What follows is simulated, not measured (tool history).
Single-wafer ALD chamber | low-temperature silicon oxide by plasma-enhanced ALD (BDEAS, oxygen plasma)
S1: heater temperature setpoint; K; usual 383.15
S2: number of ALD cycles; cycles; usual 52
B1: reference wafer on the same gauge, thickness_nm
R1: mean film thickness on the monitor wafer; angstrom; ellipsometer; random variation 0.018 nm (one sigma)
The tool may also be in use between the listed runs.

| run | hour | S1 | S2 | B1 | R1 |
|---|---|---|---|---|---|
| 1 | 0 | 383.15 | 52 | 6.568 | 72.92 |
| 2 | 19.2 | 383.15 | 52 | 6.564 | 72.98 |
| 3 | 36.4 | 383.15 | 46 | 6.565 | 64.4 |
| 4 | 50.1 | 383.15 | 45 | 6.566 | 63.01 |
| 5 | 57.4 | 383.15 | 52 | 6.571 | 72.5 |
| 6 | 69.7 | 383.15 | 52 | 6.564 | 72.51 |
| 7 | 84.4 | 383.15 | 52 | 6.566 | 72.85 |
| 8 | 97.4 | 383.15 | 52 | 6.561 | 72.65 |
| 9 | 151.2 | 383.15 | 52 | 6.557 | 72.58 |
| 10 | 164.1 | 374.15 | 48 | 6.565 | 68.24 |
| 11 | 171.5 | 383.15 | 52 | 6.565 | 72.85 |
| 12 | 177.7 | 383.15 | 52 | 6.554 | 72.59 |
| 13 | 191.8 | 383.15 | 52 | 6.553 | 73.07 |
| 14 | 205.9 | 383.15 | 56 | 6.559 | 78.34 |
| 15 | 213.4 | 383.15 | 56 | 6.564 | 78.37 |
| 16 | 229.9 | 383.15 | 56 | 6.565 | 78.13 |
| 17 | 237 | 383.15 | 52 | 6.558 | 72.7 |
| 18 | 246.8 | 383.15 | 52 | 6.556 | 72.6 |
| 19 | 263.6 | 383.15 | 52 | 6.561 | 72.44 |
| 20 | 273.5 | 383.15 | 52 | 6.557 | 72.94 |
| 21 | 286.8 | 391.15 | 46 | 6.554 | 63.34 |
|  | 296 | gauge calibrated |
| 22 | 299 | 394.15 | 58 | 6.625 | 80.07 |
| 23 | 308.8 | 373.15 | 52 | 6.616 | 74.41 |
| 24 | 318.8 | 379.15 | 43 | 6.611 | 60.78 |
| 25 | 331.3 | 383.15 | 58 | 6.607 | 81.65 |
| 26 | 337.5 | 383.15 | 52 | 6.614 | 73.18 |
|  | 357.7 | thermocouple changed; heater temperature recalibrated |
| 27 | 358.2 | 383.15 | 52 | 6.607 | 73.16 |
| 28 | 363.2 | 378.15 | 46 | 6.599 | 65.39 |
| 29 | 380.6 | 371.15 | 43 | 6.586 | 61.56 |
| 30 | 393 | 371.15 | 52 | 6.595 | 74.29 |
| 31 | 400.8 | 383.15 | 57 | 6.59 | 79.85 |
| 32 | 413 | 383.15 | 52 | 6.583 | 73.14 |
| 33 | 423.7 | 383.15 | 52 | 6.579 | 73.09 |
| 34 | 432.9 | 394.15 | 61 | 6.582 | 83.58 |
| 35 | 448.5 | 372.15 | 52 | 6.583 | 73.88 |
| 36 | 465.8 | 383.15 | 52 | 6.573 | 72.81 |
| 37 | 472.5 | 397.15 | 61 | 6.577 | 83.62 |
| 38 | 481.4 | 377.15 | 55 | 6.567 | 77.89 |
| 39 | 488.3 | 391.15 | 46 | 6.578 | 63.57 |
| 40 | 495.2 | 391.15 | 47 | 6.575 | 64.94 |
| 41 | 513.1 | 376.15 | 44 | 6.558 | 62.26 |

4 ways to go on from here, each from the tool as it stands after run 41. What would each give?
| A | 513.6 | 383.15 | 52 | ? | ? |
| B | 513.6 | 375.15 | 59 | ? | ? |
| C | 513.6 | 392.15 | 52 | ? | ? |
| D | 513.6 | 377.15 | 62 | ? | ? |

| run | B1 | R1 |
|---|---|---|
| A | 6.567 | 72.85 |
| B | 6.567 | 83.73 |
| C | 6.567 | 71.79 |
| D | 6.567 | 87.71 |
Without the tool's hidden state the same runs would have given:
| run | R1 |
|---|---|
| A | 73.54 |
| B | 84.52 |
| C | 72.47 |
| D | 88.54 |
